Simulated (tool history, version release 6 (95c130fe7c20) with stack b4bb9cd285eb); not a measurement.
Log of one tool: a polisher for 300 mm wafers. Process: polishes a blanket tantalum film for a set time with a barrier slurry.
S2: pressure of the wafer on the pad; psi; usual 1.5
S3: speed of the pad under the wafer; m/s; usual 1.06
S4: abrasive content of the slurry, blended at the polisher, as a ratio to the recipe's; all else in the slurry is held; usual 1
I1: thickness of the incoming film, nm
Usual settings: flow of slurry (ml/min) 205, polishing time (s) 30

run 1 hour=0 | flow_of_slurry_(ml/min)=205 S2=1.5 S3=0.98 S4=1.15 polishing_time_(s)=30 | I1=308.2 | film_removed_(Å)=453
run 2 hour=10 | flow_of_slurry_(ml/min)=235 S2=1.5 S3=1.06 S4=1 polishing_time_(s)=30 | I1=313.8 | film_removed_(Å)=470
run 3 hour=21.9 | flow_of_slurry_(ml/min)=205 S2=1.5 S3=1.06 S4=1 polishing_time_(s)=30 | I1=308.6 | film_removed_(Å)=472
-- hour=28.2 worn pad replaced by a new one
run 4 hour=28.8 | flow_of_slurry_(ml/min)=205 S2=1.5 S3=1.06 S4=1 polishing_time_(s)=30 | I1=311.3 | film_removed_(Å)=467
run 5 hour=71.9 | flow_of_slurry_(ml/min)=205 S2=1.8 S3=1.06 S4=1 polishing_time_(s)=30 | I1=306.9 | film_removed_(Å)=527
-- hour=74.9 slurry blender recalibrated
run 6 hour=86.1 | flow_of_slurry_(ml/min)=205 S2=1.5 S3=1.06 S4=1.2 polishing_time_(s)=30 | I1=308.7 | film_removed_(Å)=494
-- hour=96 worn pad replaced by a new one
run 7 hour=100.5 | flow_of_slurry_(ml/min)=205 S2=1.5 S3=1.06 S4=1.2 polishing_time_(s)=30 | I1=312.2 | film_removed_(Å)=502
run 8 hour=118.4 | flow_of_slurry_(ml/min)=205 S2=1.5 S3=1.06 S4=1 polishing_time_(s)=30 | I1=302.9 | film_removed_(Å)=461
run 9 hour=124.6 | flow_of_slurry_(ml/min)=205 S2=1.5 S3=1.06 S4=1 polishing_time_(s)=30 | I1=308.7 | film_removed_(Å)=466
-- hour=133 head pressure recalibrated
run 10 hour=138.2 | flow_of_slurry_(ml/min)=170 S2=1 S3=1.06 S4=0.8 polishing_time_(s)=38 | I1=315.1 | film_removed_(Å)=394
-- hour=143.5 slurry nozzle cleaned
run 11 hour=145.4 | flow_of_slurry_(ml/min)=205 S2=1.5 S3=1.06 S4=1 polishing_time_(s)=30 | I1=313.7 | film_removed_(Å)=474
run 12 hour=152 | flow_of_slurry_(ml/min)=205 S2=1.9 S3=0.92 S4=0.75 polishing_time_(s)=38 | I1=311.6 | film_removed_(Å)=524
-- hour=159.9 worn pad replaced by a new one
run 13 hour=161.9 | flow_of_slurry_(ml/min)=205 S2=1.5 S3=0.8 S4=1 polishing_time_(s)=33 | I1=313.7 | film_removed_(Å)=383
run 14 hour=172.1 | flow_of_slurry_(ml/min)=205 S2=1.5 S3=1.34 S4=1 polishing_time_(s)=30 | I1=314.1 | film_removed_(Å)=596
-- hour=174.2 slurry blender recalibrated
run 15 hour=179.7 | flow_of_slurry_(ml/min)=265 S2=1.5 S3=1.06 S4=1 polishing_time_(s)=30 | I1=307.2 | film_removed_(Å)=474
run 16 hour=201.3 | flow_of_slurry_(ml/min)=185 S2=2 S3=1.06 S4=0.75 polishing_time_(s)=30 | I1=306 | film_removed_(Å)=476
run 17 hour=210.8 | flow_of_slurry_(ml/min)=265 S2=1.5 S3=1.06 S4=1 polishing_time_(s)=30 | I1=308.4 | film_removed_(Å)=486
-- hour=217.9 worn pad replaced by a new one
run 18 hour=223.7 | flow_of_slurry_(ml/min)=260 S2=1.5 S3=0.7 S4=0.75 polishing_time_(s)=40 | I1=312.7 | film_removed_(Å)=357

What the log doesn't show, run by run:
removal rate lost through wear of the pad, %: 0 in every run
slurry flow missing at the pad, %: 0 in every run
deviation of the head's pressure from its setpoint, %: 0 in every run
abrasive missing from the slurry, %: 0 in every run
